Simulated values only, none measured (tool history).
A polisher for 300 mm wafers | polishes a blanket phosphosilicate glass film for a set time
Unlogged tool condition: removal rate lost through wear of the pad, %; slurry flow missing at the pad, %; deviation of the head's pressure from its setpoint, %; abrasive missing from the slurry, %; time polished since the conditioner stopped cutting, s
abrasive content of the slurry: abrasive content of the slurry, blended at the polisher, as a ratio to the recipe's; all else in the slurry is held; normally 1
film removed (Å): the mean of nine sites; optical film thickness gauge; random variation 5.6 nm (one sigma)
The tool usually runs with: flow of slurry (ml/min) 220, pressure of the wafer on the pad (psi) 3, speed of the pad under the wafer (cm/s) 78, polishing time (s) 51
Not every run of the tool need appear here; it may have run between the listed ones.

run   hour  flow of slurry (ml/min)  pressure of the wafer on the pad (psi)  speed of the pad under the wafer (cm/s)  abrasive content of the slurry  polishing time (s)  wafers since the last listed run  wafers polished on this pad  hours since the slurry nozzle was cleaned  hours since the head pressure was calibrated  hours since the slurry blender was calibrated  hours since the conditioning disc was replaced  incoming thickness of the incoming film, nm  film removed (Å)
  1      0                      180                                       3                                       78                               1                  62                                 0                          264                                      348.4                                         537.2                                          269.1                                           155.4                                       4141.5              3317
  2   23.9                      180                                       3                                       78                               1                  62                               175                          439                                      372.3                                         561.1                                            293                                           179.3                                       4164.9              3244
      27.6  -- slurry blender recalibrated
  3   52.2                      220                                       3                                       64                               1                  51                               193                          632                                      400.6                                         589.4                                           24.6                                           207.6                                       4179.8              2849
  4   65.1                      220                                       3                                       64                               1                  51                                94                          727                                      413.5                                         602.3                                           37.5                                           220.5                                         4064              2800
        72  -- worn pad replaced by a new one
  5  100.8                      220                                       3                                       78                               1                  51                               232                          211                                      449.2                                           638                                           73.2                                           256.2                                       4107.4              3211
  6  134.3                      220                                     2.7                                       78                               1                  51                               245                          457                                      482.7                                         671.5                                          106.7                                           289.7                                       4151.7              2752
  7  163.4                      220                                     2.7                                       78                               1                  51                               213                          670                                      511.8                                         700.6                                          135.8                                           318.8                                       4093.9              2661
  8  175.8                      220                                       3                                       78                               1                  61                                90                          761                                      524.2                                           713                                          148.2                                           331.2                                       4119.1              3579
     188.3  -- worn pad replaced by a new one
  9    221                      220                                     2.6                                       78                            1.15                  51                               302                          239                                      569.4                                         758.2                                          193.4                                           376.4                                       4039.3              2709
 10  234.4                      220                                       3                                       78                               1                  51                                98                          338                                      582.8                                         771.6                                          206.8                                           389.8                                       4206.9              2833
     247.5  -- conditioning disc replaced and pad reconditioned
     261.5  -- slurry nozzle cleaned
     297.6  -- worn pad replaced by a new one
 11  307.6                      150                                       3                                       78                            1.15                  51                               485                           73                                       46.1                                         844.8                                            280                                            60.1                                       4094.1              3080
     332.5  -- head pressure recalibrated
 12  336.8                      220                                       3                                       52                               1                  62                               199                          272                                       75.3                                           4.3                                          309.2                                            89.3                                       4095.1              2591
     339.3  -- slurry blender recalibrated
 13  360.4                      220                                       3                                       58                               1                  45                               158                          431                                       98.9                                          27.9                                           21.1                                           112.9                                       4071.7              2517
 14  389.2                      155                                       3                                       78                               1                  62                               211                          642                                      127.7                                          56.7                                           49.9                                           141.7                                       4137.6              3981
 15  411.1                      220                                     3.6                                       98                             0.7                  56                               160                          803                                      149.6                                          78.6                                           71.8                                           163.6                                       4128.2              4153
     425.1  -- worn pad replaced by a new one
 16  434.3                      250                                     3.8                                       78                               1                  42                               140                           67                                      172.8                                         101.8                                             95                                           186.8                                       4132.5              3504
 17  450.4                      220                                     2.6                                       52                               1                  51                               118                          185                                      188.9                                         117.9                                          111.1                                           202.9                                       4151.1              2014
 18    474                      220                                       3                                       78                             0.8                  51                               173                          358                                      212.5                                         141.5                                          134.7                                           226.5                                       4158.1              2806
 19  495.3                      200                                     2.2                                      102                               1                  34                               156                          515                                      233.8                                         162.8                                            156                                           247.8                                       4057.3              1833
     522.2  -- worn pad replaced by a new one
 20  531.2                      220                                       3                                       78                               1                  51                               234                           65                                      269.7                                         198.7                                          191.9                                           283.7                                       4089.6              2984
 21  558.6                      250                                     3.8                                       78                               1                  42                               201                          267                                      297.1                                         226.1                                          219.3                                           311.1                                       4159.2              3087

Pick out some run-to-run changes in film removed (Å). Of each, how much would a tool without hidden state show as well, from the settings, what came in and chance, and how much is left for the hidden state and any gauge scatter not in both results compared?
Run 2 -> 3: flow of slurry (ml/min) 180 -> 220, speed of the pad under the wafer (cm/s) 78 -> 64, polishing time (s) 62 -> 51, slurry blender recalibrated. film removed (Å) -395: hidden state +880, all else -1275.
Run 12 -> 13: speed of the pad under the wafer (cm/s) 52 -> 58, polishing time (s) 62 -> 45, slurry blender recalibrated. film removed (Å) -74: hidden state +511, all else -585.
Run 13 -> 14: flow of slurry (ml/min) 220 -> 155, speed of the pad under the wafer (cm/s) 58 -> 78, polishing time (s) 45 -> 62. film removed (Å) +1464: hidden state -324, all else +1788.
Run 16 -> 17: flow of slurry (ml/min) 250 -> 220, pressure of the wafer on the pad (psi) 3.8 -> 2.6, speed of the pad under the wafer (cm/s) 78 -> 52, polishing time (s) 42 -> 51. film removed (Å) -1490: hidden state +193, all else -1683.
